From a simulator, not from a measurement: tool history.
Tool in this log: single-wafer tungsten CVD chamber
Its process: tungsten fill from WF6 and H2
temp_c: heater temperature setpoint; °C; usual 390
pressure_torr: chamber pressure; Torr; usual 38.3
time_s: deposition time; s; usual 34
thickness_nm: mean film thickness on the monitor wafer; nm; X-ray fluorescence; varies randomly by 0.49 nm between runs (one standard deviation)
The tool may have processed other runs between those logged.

run,hour,temp_c,pressure_torr,time_s,"read-back reference wafer on the same gauge, thickness_nm",thickness_nm
1,0,390,40.3,34,96.517,94.536
2,49.5,390,38.3,38.1,96.466,103.285
3,86.2,390,38.3,38.1,96.193,103.848
4,138.6,390,38.3,38.1,95.924,103.133
5,193.3,390,38.3,34,96.015,92.768
6,252.4,390,38.3,34,95.728,92.948
7,322.3,390,38.3,34,95.434,92.077
8,354,390,38.3,34,95.411,91.33
9,423.4,390,38.3,34,95.266,90.54
10,482.7,390,38.3,34,94.805,91.905
11,544.5,390,38.3,34,94.651,91.124
12,600.4,390,38.3,37.9,94.517,102.768
13,637.9,390,38.3,37.9,94.636,102.023
14,689.6,390,35.9,34,94.138,87.362
15,750.3,390,35.9,34,94.097,87.447
16,804.5,403,34.1,30.2,93.975,96.267
17,833.4,375,38.3,34,93.662,67.489
18,898.3,390,38.3,34,93.692,90.951
19,970.1,390,38.3,39.4,93.304,104.17
20,1015.6,378,40.9,39.7,98.031,90.685
21,1050.2,390,38.3,34,97.963,94.835
22,1112.9,390,38.3,39.1,97.615,107.72
23,1171.9,405,38.3,37.7,97.431,136.353
24,1237.1,390,38.3,34,97.448,93.957
25,1290.9,396,45.5,30.9,96.966,103.824
26,1337.7,390,38.3,34,97.004,93.003
27,1381.6,404,47.2,40.4,96.768,159.268
28,1443.5,385,44.2,29.9,96.768,79.413
29,1500,390,38.3,38.1,96.501,104.16
30,1548.3,390,45.4,34,96.3,100.842

Withheld: 4 entries from between the runs. Position of each, and hidden state at the listed run before versus the listed run after:
Run 19 -> run 20: capacitance manometer re-zeroed and calibrated (hour 1007.8); showerhead replaced (hour 1008.2); gauge calibrated (hour 1014.7)
  gauge reads high (%): -4.47 -> 0.307
  measured value less the no-hidden-state value, thickness_nm: -4.869 -> +0.277 nm
Run 22 -> run 23: thermocouple changed; heater temperature recalibrated (hour 1159.7)
  gauge reads high (%): -0.0193 -> -0.217
  measured value less the no-hidden-state value, thickness_nm: -0.021 -> -0.297 nm
